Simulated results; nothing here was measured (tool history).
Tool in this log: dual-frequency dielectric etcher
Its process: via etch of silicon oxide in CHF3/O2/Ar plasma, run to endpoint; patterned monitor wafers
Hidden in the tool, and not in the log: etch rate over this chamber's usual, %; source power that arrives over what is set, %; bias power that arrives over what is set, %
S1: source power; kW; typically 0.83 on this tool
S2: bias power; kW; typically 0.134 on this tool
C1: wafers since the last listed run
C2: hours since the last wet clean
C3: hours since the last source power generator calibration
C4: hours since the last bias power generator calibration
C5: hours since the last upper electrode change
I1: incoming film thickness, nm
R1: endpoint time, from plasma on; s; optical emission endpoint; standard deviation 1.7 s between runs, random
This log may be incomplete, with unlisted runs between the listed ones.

{"run": 1, "hour": 0.0, "S1": 0.83, "S2": 0.134, "C1": 0, "C2": 362.5, "C3": 2669.2, "C4": 1946.1, "C5": 5138.1, "I1": 476, "R1": 247.3}
{"run": 2, "hour": 67.9, "S1": 0.83, "S2": 0.134, "C1": 283, "C2": 430.4, "C3": 2737.1, "C4": 2014, "C5": 5206, "I1": 475.5, "R1": 242.7}
{"run": 3, "hour": 103.3, "S1": 0.83, "S2": 0.134, "C1": 148, "C2": 465.8, "C3": 2772.5, "C4": 2049.4, "C5": 5241.4, "I1": 472.9, "R1": 239.9}
{"run": 4, "hour": 147.3, "S1": 0.83, "S2": 0.124, "C1": 183, "C2": 509.8, "C3": 2816.5, "C4": 2093.4, "C5": 5285.4, "I1": 476.3, "R1": 245.9}
{"run": 5, "hour": 180.5, "S1": 0.83, "S2": 0.134, "C1": 138, "C2": 543, "C3": 2849.7, "C4": 2126.6, "C5": 5318.6, "I1": 473.5, "R1": 238.8}
{"run": 6, "hour": 213.9, "S1": 0.83, "S2": 0.134, "C1": 139, "C2": 576.4, "C3": 2883.1, "C4": 2160, "C5": 5352, "I1": 475.2, "R1": 238.7}
{"hour": 266.9, "done": "wet clean of the chamber"}
{"run": 7, "hour": 270.3, "S1": 0.83, "S2": 0.134, "C1": 135, "C2": 3.4, "C3": 2939.5, "C4": 2216.4, "C5": 5408.4, "I1": 475.2, "R1": 251.5}
{"run": 8, "hour": 315.5, "S1": 0.83, "S2": 0.134, "C1": 188, "C2": 48.6, "C3": 2984.7, "C4": 2261.6, "C5": 5453.6, "I1": 473.8, "R1": 249.6}
{"run": 9, "hour": 343.5, "S1": 0.96, "S2": 0.134, "C1": 117, "C2": 76.6, "C3": 3012.7, "C4": 2289.6, "C5": 5481.6, "I1": 474.1, "R1": 234}
{"run": 10, "hour": 396.0, "S1": 0.83, "S2": 0.11, "C1": 219, "C2": 129.1, "C3": 3065.2, "C4": 2342.1, "C5": 5534.1, "I1": 473.8, "R1": 259.3}
{"hour": 416.8, "done": "source power generator calibrated"}
{"run": 11, "hour": 449.1, "S1": 0.83, "S2": 0.11, "C1": 205, "C2": 182.2, "C3": 32.3, "C4": 2395.2, "C5": 5587.2, "I1": 480.7, "R1": 260.8}
{"hour": 493.1, "done": "bias power generator calibrated"}
{"run": 12, "hour": 505.0, "S1": 0.83, "S2": 0.134, "C1": 217, "C2": 238.1, "C3": 88.2, "C4": 11.9, "C5": 5643.1, "I1": 479.5, "R1": 247.8}
{"run": 13, "hour": 550.6, "S1": 0.83, "S2": 0.134, "C1": 190, "C2": 283.7, "C3": 133.8, "C4": 57.5, "C5": 5688.7, "I1": 473.3, "R1": 245.3}
{"run": 14, "hour": 583.2, "S1": 0.9, "S2": 0.118, "C1": 136, "C2": 316.3, "C3": 166.4, "C4": 90.1, "C5": 5721.3, "I1": 477.8, "R1": 244.9}
{"hour": 635.9, "done": "upper electrode replaced"}
{"run": 15, "hour": 636.4, "S1": 0.98, "S2": 0.156, "C1": 122, "C2": 369.5, "C3": 219.6, "C4": 143.3, "C5": 0.5, "I1": 476.1, "R1": 223.4}
{"run": 16, "hour": 665.4, "S1": 0.83, "S2": 0.134, "C1": 121, "C2": 398.5, "C3": 248.6, "C4": 172.3, "C5": 29.5, "I1": 472.2, "R1": 236.9}
{"run": 17, "hour": 698.3, "S1": 0.75, "S2": 0.11, "C1": 137, "C2": 431.4, "C3": 281.5, "C4": 205.2, "C5": 62.4, "I1": 477.1, "R1": 262.7}
{"run": 18, "hour": 726.4, "S1": 0.83, "S2": 0.134, "C1": 117, "C2": 459.5, "C3": 309.6, "C4": 233.3, "C5": 90.5, "I1": 474.8, "R1": 240.4}
{"hour": 781.9, "done": "wet clean of the chamber"}
{"run": 19, "hour": 782.4, "S1": 0.67, "S2": 0.145, "C1": 133, "C2": 0.5, "C3": 365.6, "C4": 289.3, "C5": 146.5, "I1": 471.6, "R1": 270.8}
{"run": 20, "hour": 830.2, "S1": 0.83, "S2": 0.134, "C1": 199, "C2": 48.3, "C3": 413.4, "C4": 337.1, "C5": 194.3, "I1": 477.1, "R1": 251.7}
{"run": 21, "hour": 951.0, "S1": 1, "S2": 0.123, "C1": 505, "C2": 169.1, "C3": 534.2, "C4": 457.9, "C5": 315.1, "I1": 474, "R1": 237}
{"run": 22, "hour": 1005.3, "S1": 0.63, "S2": 0.124, "C1": 227, "C2": 223.4, "C3": 588.5, "C4": 512.2, "C5": 369.4, "I1": 475.8, "R1": 284.5}
{"run": 23, "hour": 1033.8, "S1": 0.83, "S2": 0.134, "C1": 119, "C2": 251.9, "C3": 617, "C4": 540.7, "C5": 397.9, "I1": 474.4, "R1": 249.7}
{"run": 24, "hour": 1100.4, "S1": 0.83, "S2": 0.134, "C1": 278, "C2": 318.5, "C3": 683.6, "C4": 607.3, "C5": 464.5, "I1": 468.9, "R1": 244.5}
{"run": 25, "hour": 1125.6, "S1": 0.93, "S2": 0.124, "C1": 105, "C2": 343.7, "C3": 708.8, "C4": 632.5, "C5": 489.7, "I1": 471.9, "R1": 239.2}
{"run": 26, "hour": 1163.0, "S1": 0.9, "S2": 0.125, "C1": 156, "C2": 381.1, "C3": 746.2, "C4": 669.9, "C5": 527.1, "I1": 473.5, "R1": 240}
{"run": 27, "hour": 1205.5, "S1": 0.68, "S2": 0.152, "C1": 177, "C2": 423.6, "C3": 788.7, "C4": 712.4, "C5": 569.6, "I1": 477.1, "R1": 253.6}
{"hour": 1278.4, "done": "wet clean of the chamber"}
{"run": 28, "hour": 1278.9, "S1": 0.69, "S2": 0.161, "C1": 206, "C2": 0.5, "C3": 862.1, "C4": 785.8, "C5": 643, "I1": 475.2, "R1": 262.5}

Measured minus without-hidden-state, run by run (identical run-to-run variation in each term; gauge scatter may differ):
run=1 R1=-9.6
run=2 R1=-10.9
run=3 R1=-11.6
run=4 R1=-12.9
run=5 R1=-13.3
run=6 R1=-14
run=7 R1=-3.5
run=8 R1=-4.6
run=9 R1=-4.9
run=10 R1=-6.7
run=11 R1=-8.1
run=12 R1=-9
run=13 R1=-10
run=14 R1=-10.7
run=15 R1=-10.9
run=16 R1=-12.2
run=17 R1=-14.4
run=18 R1=-13.8
run=19 R1=+0.1
run=20 R1=-1.1
run=21 R1=-3.7
run=22 R1=-6
run=23 R1=-5.9
run=24 R1=-7.3
run=25 R1=-7.8
run=26 R1=-8.6
run=27 R1=-10.2
run=28 R1=+0.5

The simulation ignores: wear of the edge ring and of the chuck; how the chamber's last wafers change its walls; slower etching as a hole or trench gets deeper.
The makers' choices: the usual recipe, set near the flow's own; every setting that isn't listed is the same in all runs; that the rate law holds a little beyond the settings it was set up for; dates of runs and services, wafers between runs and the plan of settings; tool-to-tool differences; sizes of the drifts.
